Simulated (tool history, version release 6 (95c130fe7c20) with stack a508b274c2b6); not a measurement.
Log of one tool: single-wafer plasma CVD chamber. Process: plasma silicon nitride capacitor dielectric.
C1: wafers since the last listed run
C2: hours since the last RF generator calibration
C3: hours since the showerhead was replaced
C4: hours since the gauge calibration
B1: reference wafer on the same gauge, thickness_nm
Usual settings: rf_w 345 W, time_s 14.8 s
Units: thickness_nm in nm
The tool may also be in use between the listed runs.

Run 1, hour 0: usual settings but time_s 17 s; C1 0; C2 890.2; C3 3130.2; C4 162; B1 15.37. Result: thickness_nm 20.719 nm.
Run 2, hour 101.1: usual settings but time_s 15.4 s; C1 3763; C2 991.3; C3 3231.3; C4 263.1; B1 15.396. Result: thickness_nm 18.652 nm.
At hour 111: RF generator calibrated.
Run 3, hour 165.3: usual settings but time_s 15.4 s; C1 2091; C2 54.3; C3 3295.5; C4 327.3; B1 15.434. Result: thickness_nm 19.383 nm.
Run 4, hour 248.3: usual settings but time_s 15.4 s; C1 3089; C2 137.3; C3 3378.5; C4 410.3; B1 15.394. Result: thickness_nm 19.332 nm.
Run 5, hour 324.5: usual settings but rf_w 385 W; C1 2836; C2 213.5; C3 3454.7; C4 486.5; B1 15.403. Result: thickness_nm 19.329 nm.
Run 6, hour 371.7: usual settings; C1 1756; C2 260.7; C3 3501.9; C4 533.7; B1 15.442. Result: thickness_nm 18.406 nm.
Run 7, hour 417.3: usual settings; C1 1697; C2 306.3; C3 3547.5; C4 579.3; B1 15.384. Result: thickness_nm 18.366 nm.
Run 8, hour 484.8: usual settings; C1 2512; C2 373.8; C3 3615; C4 646.8; B1 15.405. Result: thickness_nm 18.142 nm.
Run 9, hour 546.2: usual settings; C1 2285; C2 435.2; C3 3676.4; C4 708.2; B1 15.381. Result: thickness_nm 18.482 nm.
Run 10, hour 614.3: usual settings; C1 2534; C2 503.3; C3 3744.5; C4 776.3; B1 15.403. Result: thickness_nm 18.205 nm.
Run 11, hour 702.4: usual settings; C1 3279; C2 591.4; C3 3832.6; C4 864.4; B1 15.413. Result: thickness_nm 18.077 nm.
Run 12, hour 799.5: usual settings but rf_w 305 W, time_s 13.8 s; C1 3614; C2 688.5; C3 3929.7; C4 961.5; B1 15.427. Result: thickness_nm 15.939 nm.
Run 13, hour 852.7: usual settings but rf_w 305 W, time_s 13.8 s; C1 1980; C2 741.7; C3 3982.9; C4 1014.7; B1 15.382. Result: thickness_nm 15.972 nm.
At hour 932.6: RF generator calibrated.
Run 14, hour 947: usual settings but rf_w 305 W, time_s 13.8 s; C1 3212; C2 14.4; C3 4077.2; C4 1109; B1 15.39. Result: thickness_nm 16.393 nm.
Run 15, hour 992.7: usual settings; C1 1701; C2 60.1; C3 4122.9; C4 1154.7; B1 15.384. Result: thickness_nm 18.595 nm.
Run 16, hour 1080.2: usual settings; C1 3256; C2 147.6; C3 4210.4; C4 1242.2; B1 15.416. Result: thickness_nm 18.549 nm.
At hour 1131.3: gauge calibrated.
Run 17, hour 1166.2: usual settings; C1 3201; C2 233.6; C3 4296.4; C4 34.9; B1 15.374. Result: thickness_nm 18.407 nm.
At hour 1183.9: showerhead replaced, of another model than before.
Run 18, hour 1254.8: usual settings but rf_w 320 W; C1 3000; C2 322.2; C3 70.9; C4 123.5; B1 15.418. Result: thickness_nm 17.455 nm.
Run 19, hour 1318.2: usual settings but rf_w 400 W, time_s 15.8 s; C1 2359; C2 385.6; C3 134.3; C4 186.9; B1 15.407. Result: thickness_nm 21.084 nm.
Run 20, hour 1416.6: usual settings but time_s 12.3 s; C1 3662; C2 484; C3 232.7; C4 285.3; B1 15.406. Result: thickness_nm 15.156 nm.
Run 21, hour 1521.9: usual settings; C1 3919; C2 589.3; C3 338; C4 390.6; B1 15.374. Result: thickness_nm 17.97 nm.
Run 22, hour 1576.7: usual settings; C1 2039; C2 644.1; C3 392.8; C4 445.4; B1 15.394. Result: thickness_nm 17.879 nm.
Run 23, hour 1662.2: usual settings; C1 3182; C2 729.6; C3 478.3; C4 530.9; B1 15.399. Result: thickness_nm 18.017 nm.
Run 24, hour 1748.6: usual settings but rf_w 280 W, time_s 16.9 s; C1 3215; C2 816; C3 564.7; C4 617.3; B1 15.368. Result: thickness_nm 17.709 nm.
At hour 1821: RF generator calibrated.
Run 25, hour 1845.8: usual settings but rf_w 370 W, time_s 13.9 s; C1 3320; C2 24.8; C3 661.9; C4 714.5; B1 15.392. Result: thickness_nm 18.322 nm.
Run 26, hour 1919.7: usual settings but rf_w 295 W, time_s 12.4 s; C1 2750; C2 98.7; C3 735.8; C4 788.4; B1 15.378. Result: thickness_nm 13.968 nm.
Run 27, hour 1963.1: usual settings; C1 1615; C2 142.1; C3 779.2; C4 831.8; B1 15.41. Result: thickness_nm 18.429 nm.
Run 28, hour 2025.7: usual settings but rf_w 295 W, time_s 16.8 s; C1 2330; C2 204.7; C3 841.8; C4 894.4; B1 15.388. Result: thickness_nm 18.916 nm.
Run 29, hour 2097.6: usual settings but rf_w 325 W; C1 2676; C2 276.6; C3 913.7; C4 966.3; B1 15.428. Result: thickness_nm 17.594 nm.
Run 30, hour 2186.7: usual settings; C1 3316; C2 365.7; C3 1002.8; C4 1055.4; B1 15.394. Result: thickness_nm 18.376 nm.
Run 31, hour 2256.3: usual settings but time_s 13.5 s; C1 2590; C2 435.3; C3 1072.4; C4 1125; B1 15.383. Result: thickness_nm 16.624 nm.
Run 32, hour 2320: usual settings but rf_w 285 W, time_s 17.4 s; C1 2371; C2 499; C3 1136.1; C4 1188.7; B1 15.401. Result: thickness_nm 18.659 nm.
Run 33, hour 2407.9: usual settings; C1 3271; C2 586.9; C3 1224; C4 1276.6; B1 15.406. Result: thickness_nm 18.022 nm.
Run 34, hour 2465.5: usual settings but rf_w 285 W, time_s 11.9 s; C1 2143; C2 644.5; C3 1281.6; C4 1334.2; B1 15.375. Result: thickness_nm 12.665 nm.
Run 35, hour 2546.8: usual settings but rf_w 300 W, time_s 17.2 s; C1 3026; C2 725.8; C3 1362.9; C4 1415.5; B1 15.387. Result: thickness_nm 19.045 nm.

Hidden state at the last listed run before each entry between runs and at the first one after, where it differs:
Between runs 2 and 3: RF generator calibrated (hour 111)
  delivered RF power above the setpoint (%): -7.76 -> -0.851
  measured less the result without the state, thickness_nm: -0.649 -> -0.069 nm
Between runs 13 and 14: RF generator calibrated (hour 932.6)
  delivered RF power above the setpoint (%): -6.1 -> -0.913
  measured less the result without the state, thickness_nm: -0.429 -> -0.063 nm
Between runs 16 and 17: gauge calibrated (hour 1131.3)
  delivered RF power above the setpoint (%): -1.93 -> -2.59
  measured less the result without the state, thickness_nm: -0.152 -> -0.203 nm
Between runs 17 and 18: showerhead replaced, of another model than before (hour 1183.9)
  delivered RF power above the setpoint (%): -2.59 -> -3.26
  measured less the result without the state, thickness_nm: -0.203 -> -0.356 nm
Between runs 24 and 25: RF generator calibrated (hour 1821)
  delivered RF power above the setpoint (%): -7.03 -> -0.327
  measured less the result without the state, thickness_nm: -0.824 -> -0.036 nm

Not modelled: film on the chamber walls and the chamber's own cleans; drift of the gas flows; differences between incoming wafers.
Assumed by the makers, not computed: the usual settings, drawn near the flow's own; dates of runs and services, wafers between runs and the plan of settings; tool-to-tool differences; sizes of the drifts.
